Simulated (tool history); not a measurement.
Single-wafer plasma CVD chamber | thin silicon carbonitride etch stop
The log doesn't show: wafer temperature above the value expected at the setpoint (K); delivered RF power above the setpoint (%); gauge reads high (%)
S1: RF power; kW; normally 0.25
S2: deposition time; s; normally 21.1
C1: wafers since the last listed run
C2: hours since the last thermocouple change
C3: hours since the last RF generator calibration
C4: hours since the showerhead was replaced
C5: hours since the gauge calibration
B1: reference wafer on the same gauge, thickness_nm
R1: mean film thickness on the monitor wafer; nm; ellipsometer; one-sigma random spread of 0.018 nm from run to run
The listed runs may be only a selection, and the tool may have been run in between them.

run,hour,S1,S2,C1,C2,C3,C4,C5,B1,R1
1,0,0.24,21.1,0,1588.7,428.3,6082.5,513.4,12.7,12.045
2,83.7,0.24,21.1,2739,1672.4,512,6166.2,597.1,12.7,12.035
3,181.7,0.24,21.1,3208,1770.4,610,6264.2,695.1,12.703,12.054
4,236.9,0.25,21.1,1806,1825.6,665.2,6319.4,750.3,12.698,12.202
5,323.7,0.25,21.1,2841,1912.4,752,6406.2,837.1,12.704,12.16
6,404.5,0.25,21.1,2644,1993.2,832.8,6487,917.9,12.699,12.131
7,472.5,0.25,21.1,2225,2061.2,900.8,6555,985.9,12.696,12.137
# hour 475.4: gauge calibrated
8,562.7,0.25,21.1,2952,2151.4,991,6645.2,87.3,12.694,12.184
9,657.5,0.25,21.1,3103,2246.2,1085.8,6740,182.1,12.701,12.103
10,756.7,0.25,21.1,3247,2345.4,1185,6839.2,281.3,12.696,12.166
11,821.4,0.25,24.4,2117,2410.1,1249.7,6903.9,346,12.704,14.091
# hour 874.4: showerhead replaced
12,904.9,0.25,24.2,2471,2493.6,1333.2,30.5,429.5,12.699,13.919
13,1012.5,0.25,19.2,3522,2601.2,1440.8,138.1,537.1,12.701,11.041
# hour 1037.6: thermocouple changed; heater temperature recalibrated
14,1106,0.25,19.3,2798,68.4,1534.3,231.6,630.6,12.703,11.046
15,1197.3,0.25,21.1,2988,159.7,1625.6,322.9,721.9,12.704,12.12
16,1247.9,0.285,21.1,1656,210.3,1676.2,373.5,772.5,12.698,12.522
# hour 1346.3: RF generator calibrated
17,1354.6,0.215,21.1,3230,317,8.3,480.2,879.2,12.703,11.713
18,1501.5,0.295,19.9,4808,463.9,155.2,627.1,1026.1,12.7,12.005
# hour 1528.1: gauge calibrated
19,1575.7,0.28,24.7,2428,538.1,229.4,701.3,47.6,12.706,14.66
20,1803.3,0.2,18.9,7450,765.7,457,928.9,275.2,12.698,10.282
21,1878.1,0.265,19.5,2448,840.5,531.8,1003.7,350,12.7,11.411
22,1943.5,0.25,21.1,2140,905.9,597.2,1069.1,415.4,12.699,12.154
23,2002.9,0.23,17.7,1944,965.3,656.6,1128.5,474.8,12.701,9.985

Forecast each of these 4 alternatives for the next run:
A,2003.3,0.25,22.2,13,965.7,657,1128.9,475.2,?,?
B,2003.3,0.235,23.5,13,965.7,657,1128.9,475.2,?,?
C,2003.3,0.27,21.1,13,965.7,657,1128.9,475.2,?,?
D,2003.3,0.28,18.4,13,965.7,657,1128.9,475.2,?,?

run,B1,R1
A,12.699,12.8
B,12.699,13.33
C,12.699,12.419
D,12.699,10.936
With the hidden condition removed and each run's random variation left untouched, the same runs would have given:
run,R1
A,12.824
B,13.354
C,12.441
D,10.956
